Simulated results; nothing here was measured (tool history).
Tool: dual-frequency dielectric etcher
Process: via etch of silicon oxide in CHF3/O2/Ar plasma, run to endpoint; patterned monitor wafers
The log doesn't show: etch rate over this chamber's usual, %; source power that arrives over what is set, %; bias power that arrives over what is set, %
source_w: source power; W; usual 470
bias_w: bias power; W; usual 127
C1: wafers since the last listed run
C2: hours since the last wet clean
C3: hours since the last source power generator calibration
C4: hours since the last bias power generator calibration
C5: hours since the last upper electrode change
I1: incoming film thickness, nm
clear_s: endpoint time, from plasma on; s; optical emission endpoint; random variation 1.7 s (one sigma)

run 1 hour=0.0 | source_w=470 bias_w=127 | C1=0 C2=283.1 C3=2970.4 C4=1777.4 C5=2551.6 | I1=735.9 | clear_s=442.8
run 2 hour=26.1 | source_w=390 bias_w=127 | C1=83 C2=309.2 C3=2996.5 C4=1803.5 C5=2577.7 | I1=736.6 | clear_s=469.4
run 3 hour=53.1 | source_w=390 bias_w=127 | C1=86 C2=336.2 C3=3023.5 C4=1830.5 C5=2604.7 | I1=739.5 | clear_s=472.4
run 4 hour=77.5 | source_w=390 bias_w=127 | C1=78 C2=360.6 C3=3047.9 C4=1854.9 C5=2629.1 | I1=733.1 | clear_s=470.0
run 5 hour=107.0 | source_w=470 bias_w=127 | C1=94 C2=390.1 C3=3077.4 C4=1884.4 C5=2658.6 | I1=738.2 | clear_s=447.6
run 6 hour=169.0 | source_w=470 bias_w=127 | C1=199 C2=452.1 C3=3139.4 C4=1946.4 C5=2720.6 | I1=737.0 | clear_s=449.6
run 7 hour=193.7 | source_w=470 bias_w=127 | C1=79 C2=476.8 C3=3164.1 C4=1971.1 C5=2745.3 | I1=743.7 | clear_s=461.0
-- hour=224.1 wet clean of the chamber
run 8 hour=236.7 | source_w=470 bias_w=102 | C1=61 C2=12.6 C3=3207.1 C4=2014.1 C5=2788.3 | I1=741.1 | clear_s=459.6
run 9 hour=271.5 | source_w=470 bias_w=102 | C1=111 C2=47.4 C3=3241.9 C4=2048.9 C5=2823.1 | I1=737.6 | clear_s=459.4
run 10 hour=343.0 | source_w=470 bias_w=102 | C1=229 C2=118.9 C3=3313.4 C4=2120.4 C5=2894.6 | I1=743.8 | clear_s=466.6
run 11 hour=401.7 | source_w=470 bias_w=141 | C1=188 C2=177.6 C3=3372.1 C4=2179.1 C5=2953.3 | I1=741.3 | clear_s=437.3
-- hour=466.1 upper electrode replaced
run 12 hour=466.6 | source_w=370 bias_w=127 | C1=131 C2=242.5 C3=3437.0 C4=2244.0 C5=0.5 | I1=729.6 | clear_s=476.4
run 13 hour=490.1 | source_w=470 bias_w=127 | C1=75 C2=266.0 C3=3460.5 C4=2267.5 C5=24.0 | I1=741.2 | clear_s=451.1
run 14 hour=547.4 | source_w=370 bias_w=113 | C1=183 C2=323.3 C3=3517.8 C4=2324.8 C5=81.3 | I1=734.4 | clear_s=493.3
run 15 hour=579.5 | source_w=570 bias_w=142 | C1=103 C2=355.4 C3=3549.9 C4=2356.9 C5=113.4 | I1=731.5 | clear_s=413.0
-- hour=611.2 bias power generator calibrated
-- hour=716.7 wet clean of the chamber
-- hour=718.8 source power generator calibrated
run 16 hour=785.4 | source_w=470 bias_w=101 | C1=564 C2=68.7 C3=66.6 C4=174.2 C5=319.3 | I1=741.4 | clear_s=460.0
run 17 hour=834.4 | source_w=540 bias_w=143 | C1=157 C2=117.7 C3=115.6 C4=223.2 C5=368.3 | I1=737.0 | clear_s=409.8
run 18 hour=874.7 | source_w=470 bias_w=127 | C1=129 C2=158.0 C3=155.9 C4=263.5 C5=408.6 | I1=733.5 | clear_s=437.0
run 19 hour=899.2 | source_w=470 bias_w=127 | C1=78 C2=182.5 C3=180.4 C4=288.0 C5=433.1 | I1=739.6 | clear_s=443.7
run 20 hour=967.1 | source_w=470 bias_w=145 | C1=218 C2=250.4 C3=248.3 C4=355.9 C5=501.0 | I1=734.4 | clear_s=433.6
run 21 hour=1007.6 | source_w=580 bias_w=156 | C1=130 C2=290.9 C3=288.8 C4=396.4 C5=541.5 | I1=742.2 | clear_s=406.4
run 22 hour=1064.2 | source_w=360 bias_w=147 | C1=181 C2=347.5 C3=345.4 C4=453.0 C5=598.1 | I1=726.1 | clear_s=464.1
run 23 hour=1094.1 | source_w=520 bias_w=127 | C1=96 C2=377.4 C3=375.3 C4=482.9 C5=628.0 | I1=744.1 | clear_s=438.8
-- hour=1120.3 wet clean of the chamber
run 24 hour=1162.5 | source_w=520 bias_w=110 | C1=142 C2=42.2 C3=443.7 C4=551.3 C5=696.4 | I1=732.0 | clear_s=428.5
run 25 hour=1213.0 | source_w=470 bias_w=127 | C1=162 C2=92.7 C3=494.2 C4=601.8 C5=746.9 | I1=733.4 | clear_s=433.5
run 26 hour=1271.2 | source_w=380 bias_w=137 | C1=186 C2=150.9 C3=552.4 C4=660.0 C5=805.1 | I1=744.2 | clear_s=462.2
run 27 hour=1337.3 | source_w=540 bias_w=118 | C1=212 C2=217.0 C3=618.5 C4=726.1 C5=871.2 | I1=741.9 | clear_s=430.9
run 28 hour=1392.0 | source_w=440 bias_w=96 | C1=175 C2=271.7 C3=673.2 C4=780.8 C5=925.9 | I1=741.5 | clear_s=474.1
run 29 hour=1443.1 | source_w=380 bias_w=138 | C1=164 C2=322.8 C3=724.3 C4=831.9 C5=977.0 | I1=735.6 | clear_s=462.7
run 30 hour=1503.4 | source_w=370 bias_w=141 | C1=193 C2=383.1 C3=784.6 C4=892.2 C5=1037.3 | I1=741.6 | clear_s=474.1
run 31 hour=1549.3 | source_w=390 bias_w=127 | C1=147 C2=429.0 C3=830.5 C4=938.1 C5=1083.2 | I1=740.9 | clear_s=476.4
run 32 hour=1612.8 | source_w=400 bias_w=97 | C1=203 C2=492.5 C3=894.0 C4=1001.6 C5=1146.7 | I1=732.7 | clear_s=498.0
-- hour=1645.8 wet clean of the chamber
run 33 hour=1659.4 | source_w=470 bias_w=113 | C1=72 C2=13.6 C3=940.6 C4=1048.2 C5=1193.3 | I1=733.1 | clear_s=440.7
run 34 hour=1727.1 | source_w=530 bias_w=156 | C1=217 C2=81.3 C3=1008.3 C4=1115.9 C5=1261.0 | I1=737.1 | clear_s=398.7

How the hidden state differs across the entries between the runs, from the last listed run before each to the first after it:
Between runs 7 and 8: wet clean of the chamber (hour 224.1)
  etch rate over this chamber's usual, %: -4.32 -> -1.16
  measured less the result without the state, clear_s: +19.9 -> +5.3 s
Between runs 11 and 12: upper electrode replaced (hour 466.1)
  etch rate over this chamber's usual, %: -2.73 -> -3.35
  measured less the result without the state, clear_s: +11.9 -> +16.0 s
Between runs 15 and 16: bias power generator calibrated (hour 611.2); wet clean of the chamber (hour 716.7); source power generator calibrated (hour 718.8)
  etch rate over this chamber's usual, %: -4.42 -> -1
  measured less the result without the state, clear_s: +18.2 -> +4.7 s
Between runs 23 and 24: wet clean of the chamber (hour 1120.3)
  etch rate over this chamber's usual, %: -3.93 -> 0.0213
  measured less the result without the state, clear_s: +17.3 -> +0.0 s
Between runs 32 and 33: wet clean of the chamber (hour 1645.8)
  etch rate over this chamber's usual, %: -4.25 -> 0.00186
  measured less the result without the state, clear_s: +21.1 -> +0.0 s
